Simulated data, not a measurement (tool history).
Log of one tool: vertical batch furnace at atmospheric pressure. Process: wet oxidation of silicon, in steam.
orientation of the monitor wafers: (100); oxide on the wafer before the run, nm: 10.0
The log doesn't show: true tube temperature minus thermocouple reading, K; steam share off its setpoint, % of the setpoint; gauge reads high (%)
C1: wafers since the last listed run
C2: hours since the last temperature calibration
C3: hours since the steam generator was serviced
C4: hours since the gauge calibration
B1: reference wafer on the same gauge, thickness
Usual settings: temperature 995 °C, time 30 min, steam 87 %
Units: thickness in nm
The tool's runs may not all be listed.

Run 1, day 0: usual settings; C1 0; C2 2850.7; C3 1529.5; C4 207.1; B1 226.03. Result: thickness 218.36 nm.
Run 2, day 0.483: usual settings; C1 192; C2 2862.3; C3 1541.1; C4 218.7; B1 226.23. Result: thickness 218.9 nm.
Run 3, day 0.858: usual settings; C1 149; C2 2871.3; C3 1550.1; C4 227.7; B1 225.96. Result: thickness 219.31 nm.
Run 4, day 1.7: usual settings; C1 335; C2 2891.5; C3 1570.3; C4 247.9; B1 225.85. Result: thickness 218.57 nm.
Run 5, day 2.304: usual settings; C1 240; C2 2906; C3 1584.8; C4 262.4; B1 226.01. Result: thickness 219.55 nm.
Run 6, day 2.971: usual settings; C1 265; C2 2922; C3 1600.8; C4 278.4; B1 226.02. Result: thickness 218.08 nm.
Run 7, day 3.383: usual settings; C1 164; C2 2931.9; C3 1610.7; C4 288.3; B1 225.86. Result: thickness 217.92 nm.
Run 8, day 3.725: usual settings; C1 136; C2 2940.1; C3 1618.9; C4 296.5; B1 226. Result: thickness 217.86 nm.
Run 9, day 4.154: usual settings; C1 170; C2 2950.4; C3 1629.2; C4 306.8; B1 226.1. Result: thickness 218.2 nm.
Run 10, day 4.504: usual settings but temperature 1007 °C; C1 139; C2 2958.8; C3 1637.6; C4 315.2; B1 226.09. Result: thickness 240.93 nm.
Run 11, day 5.183: usual settings but temperature 1007 °C; C1 270; C2 2975.1; C3 1653.9; C4 331.5; B1 226.09. Result: thickness 241.18 nm.
Run 12, day 6.017: usual settings but temperature 1007 °C; C1 331; C2 2995.1; C3 1673.9; C4 351.5; B1 225.94. Result: thickness 241.88 nm.
Run 13, day 6.912: usual settings; C1 356; C2 3016.6; C3 1695.4; C4 373; B1 226.01. Result: thickness 217 nm.
Run 14, day 7.65: usual settings; C1 293; C2 3034.3; C3 1713.1; C4 390.7; B1 225.94. Result: thickness 215.39 nm.
At day 11.196: steam generator serviced.
Run 15, day 11.217: usual settings; C1 1022; C2 3119.9; C3 0.5; C4 476.3; B1 225.8. Result: thickness 233.2 nm.
Run 16, day 11.433: usual settings; C1 86; C2 3125.1; C3 5.7; C4 481.5; B1 226.29. Result: thickness 234.11 nm.
Run 17, day 11.8: usual settings; C1 146; C2 3133.9; C3 14.5; C4 490.3; B1 225.98. Result: thickness 234.01 nm.
Run 18, day 13.362: usual settings but time 20 min; C1 622; C2 3171.4; C3 52; C4 527.8; B1 226.15. Result: thickness 173.19 nm.
Run 19, day 13.692: usual settings but temperature 1008 °C, time 19 min, steam 76 %; C1 131; C2 3179.3; C3 59.9; C4 535.7; B1 226.04. Result: thickness 169.35 nm.
Run 20, day 14.225: usual settings but time 43 min, steam 97 %; C1 212; C2 3192.1; C3 72.7; C4 548.5; B1 225.71. Result: thickness 327.01 nm.
At day 15.4: gauge calibrated.
At day 17.421: thermocouples replaced and temperature profile calibrated.
Run 21, day 17.442: usual settings; C1 882; C2 0.5; C3 149.9; C4 49; B1 226.05. Result: thickness 233.2 nm.
Run 22, day 17.654: usual settings but time 35 min, steam 77 %; C1 84; C2 5.6; C3 155; C4 54.1; B1 225.86. Result: thickness 237.58 nm.
Run 23, day 17.867: usual settings; C1 84; C2 10.7; C3 160.1; C4 59.2; B1 226.15. Result: thickness 232.44 nm.
Run 24, day 18.342: usual settings but steam 91 %; C1 189; C2 22.1; C3 171.5; C4 70.6; B1 225.99. Result: thickness 241.21 nm.
Run 25, day 19.225: usual settings; C1 351; C2 43.3; C3 192.7; C4 91.8; B1 225.93. Result: thickness 232.05 nm.
Run 26, day 20.025: usual settings but steam 96 %; C1 318; C2 62.5; C3 211.9; C4 111; B1 226.15. Result: thickness 250.02 nm.
Run 27, day 20.888: usual settings but temperature 1014 °C, steam 80 %; C1 343; C2 83.2; C3 232.6; C4 131.7; B1 226.09. Result: thickness 255.22 nm.
Run 28, day 21.617: usual settings; C1 290; C2 100.7; C3 250.1; C4 149.2; B1 226.2. Result: thickness 232.33 nm.
Run 29, day 22.262: usual settings but temperature 1019 °C, time 22.5 min, steam 95 %; C1 257; C2 116.2; C3 265.6; C4 164.7; B1 225.93. Result: thickness 244.27 nm.
Run 30, day 22.608: usual settings; C1 137; C2 124.5; C3 273.9; C4 173; B1 226.11. Result: thickness 231.7 nm.
Run 31, day 23.167: usual settings but steam 81 %; C1 222; C2 137.9; C3 287.3; C4 186.4; B1 226.02. Result: thickness 219.72 nm.

Hidden state at the last listed run before each entry between runs and at the first one after, where it differs:
Between runs 14 and 15: steam generator serviced (day 11.196)
  steam share off its setpoint, % of the setpoint: -9.47 -> -0.0735
  measured less the result without the state, thickness: -16.49 -> -0.13 nm
Between runs 20 and 21: gauge calibrated (day 15.4); thermocouples replaced and temperature profile calibrated (day 17.421)
  steam share off its setpoint, % of the setpoint: -0.403 -> -0.755
  measured less the result without the state, thickness: -0.94 -> -1.31 nm
